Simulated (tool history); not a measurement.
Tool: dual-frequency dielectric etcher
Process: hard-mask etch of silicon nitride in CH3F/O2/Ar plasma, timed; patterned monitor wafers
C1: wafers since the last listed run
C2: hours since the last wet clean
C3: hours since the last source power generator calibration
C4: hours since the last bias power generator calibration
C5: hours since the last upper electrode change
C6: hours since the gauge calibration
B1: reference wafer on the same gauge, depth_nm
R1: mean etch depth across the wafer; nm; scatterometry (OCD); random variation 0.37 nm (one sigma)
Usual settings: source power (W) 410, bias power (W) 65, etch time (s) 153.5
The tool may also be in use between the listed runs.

Run 1, hour 0.0: usual settings; C1 0; C2 340.3; C3 2910.1; C4 4830.7; C5 3743.6; C6 48.0; B1 95.0. Result: R1 109.3 nm.
Run 2, hour 7.8: usual settings; C1 50; C2 348.1; C3 2917.9; C4 4838.5; C5 3751.4; C6 55.8; B1 94.9. Result: R1 109.2 nm.
Run 3, hour 17.6: usual settings; C1 63; C2 357.9; C3 2927.7; C4 4848.3; C5 3761.2; C6 65.6; B1 94.9. Result: R1 109.4 nm.
Run 4, hour 28.7: usual settings; C1 71; C2 369.0; C3 2938.8; C4 4859.4; C5 3772.3; C6 76.7; B1 95.1. Result: R1 108.3 nm.
Run 5, hour 64.5: usual settings; C1 230; C2 404.8; C3 2974.6; C4 4895.2; C5 3808.1; C6 112.5; B1 94.9. Result: R1 109.7 nm.
Run 6, hour 82.0: usual settings; C1 112; C2 422.3; C3 2992.1; C4 4912.7; C5 3825.6; C6 130.0; B1 95.0. Result: R1 109.9 nm.
Run 7, hour 92.7: usual settings; C1 68; C2 433.0; C3 3002.8; C4 4923.4; C5 3836.3; C6 140.7; B1 95.1. Result: R1 109.7 nm.
Run 8, hour 108.6: usual settings but etch time (s) 168.0; C1 102; C2 448.9; C3 3018.7; C4 4939.3; C5 3852.2; C6 156.6; B1 94.9. Result: R1 119.7 nm.
At hour 138.0: upper electrode replaced.
Run 9, hour 138.5: usual settings but etch time (s) 168.0; C1 38; C2 478.8; C3 3048.6; C4 4969.2; C5 0.5; C6 186.5; B1 94.9. Result: R1 119.9 nm.
Run 10, hour 138.8: usual settings but etch time (s) 168.0; C1 1; C2 479.1; C3 3048.9; C4 4969.5; C5 0.8; C6 186.8; B1 95.2. Result: R1 119.7 nm.
Run 11, hour 148.8: usual settings; C1 64; C2 489.1; C3 3058.9; C4 4979.5; C5 10.8; C6 196.8; B1 95.0. Result: R1 109.7 nm.
At hour 159.7: bias power generator calibrated.
Run 12, hour 160.2: usual settings; C1 47; C2 500.5; C3 3070.3; C4 0.5; C5 22.2; C6 208.2; B1 95.0. Result: R1 109.5 nm.
At hour 172.6: source power generator calibrated.
Run 13, hour 173.1: usual settings; C1 57; C2 513.4; C3 0.5; C4 13.4; C5 35.1; C6 221.1; B1 94.8. Result: R1 110.2 nm.
Run 14, hour 185.1: usual settings but source power (W) 460, bias power (W) 75, etch time (s) 177.5; C1 77; C2 525.4; C3 12.5; C4 25.4; C5 47.1; C6 233.1; B1 94.9. Result: R1 138.3 nm.
At hour 220.7: wet clean of the chamber.
Run 15, hour 221.2: usual settings but source power (W) 490, bias power (W) 73; C1 77; C2 0.5; C3 48.6; C4 61.5; C5 83.2; C6 269.2; B1 95.0. Result: R1 109.0 nm.
Run 16, hour 221.6: usual settings but etch time (s) 197.0; C1 2; C2 0.9; C3 49.0; C4 61.9; C5 83.6; C6 269.6; B1 95.0. Result: R1 126.9 nm.
Run 17, hour 223.2: usual settings; C1 10; C2 2.5; C3 50.6; C4 63.5; C5 85.2; C6 271.2; B1 95.0. Result: R1 98.9 nm.
Run 18, hour 229.6: usual settings but source power (W) 320, bias power (W) 51, etch time (s) 123.0; C1 41; C2 8.9; C3 57.0; C4 69.9; C5 91.6; C6 277.6; B1 94.9. Result: R1 68.5 nm.
Run 19, hour 271.1: usual settings but source power (W) 460, bias power (W) 50, etch time (s) 174.5; C1 267; C2 50.4; C3 98.5; C4 111.4; C5 133.1; C6 319.1; B1 95.0. Result: R1 108.8 nm.
Run 20, hour 286.0: usual settings but source power (W) 330, etch time (s) 184.5; C1 96; C2 65.3; C3 113.4; C4 126.3; C5 148.0; C6 334.0; B1 95.2. Result: R1 112.1 nm.
At hour 298.8: gauge calibrated.
At hour 312.9: wet clean of the chamber, repeated, since the last time left the tool worse.
Run 21, hour 313.4: usual settings; C1 21; C2 0.5; C3 140.8; C4 153.7; C5 175.4; C6 14.6; B1 95.0. Result: R1 106.0 nm.
Run 22, hour 313.8: usual settings; C1 2; C2 0.9; C3 141.2; C4 154.1; C5 175.8; C6 15.0; B1 95.1. Result: R1 106.7 nm.
Run 23, hour 326.6: usual settings but source power (W) 350, bias power (W) 80, etch time (s) 193.5; C1 82; C2 13.7; C3 154.0; C4 166.9; C5 188.6; C6 27.8; B1 95.0. Result: R1 136.2 nm.
Run 24, hour 340.8: usual settings but source power (W) 330, bias power (W) 81, etch time (s) 199.0; C1 91; C2 27.9; C3 168.2; C4 181.1; C5 202.8; C6 42.0; B1 94.8. Result: R1 137.3 nm.
Run 25, hour 347.2: usual settings but bias power (W) 53; C1 41; C2 34.3; C3 174.6; C4 187.5; C5 209.2; C6 48.4; B1 94.9. Result: R1 100.4 nm.
Run 26, hour 379.4: usual settings but source power (W) 380, bias power (W) 61, etch time (s) 195.0; C1 207; C2 66.5; C3 206.8; C4 219.7; C5 241.4; C6 80.6; B1 95.0. Result: R1 129.4 nm.

The tool's hidden state at each run:
source power that arrives over what is set, %: 0 in every run
bias power that arrives over what is set, %: 0 in every run
gauge reads high (%): 0 in every run
H1: etch rate over this chamber's usual, %
run       H1
  1     2.13
  2     2.18
  3     2.24
  4     2.31
  5     2.53
  6     2.64
  7      2.7
  8      2.8
  9     2.99
 10     2.99
 11     3.05
 12     3.12
 13      3.2
 14     3.28
 15     -6.9
 16    -6.89
 17    -6.88
 18    -6.84
 19    -6.59
 20     -6.5
 21   -0.305
 22   -0.302
 23   -0.223
 24   -0.135
 25  -0.0953
 26    0.104
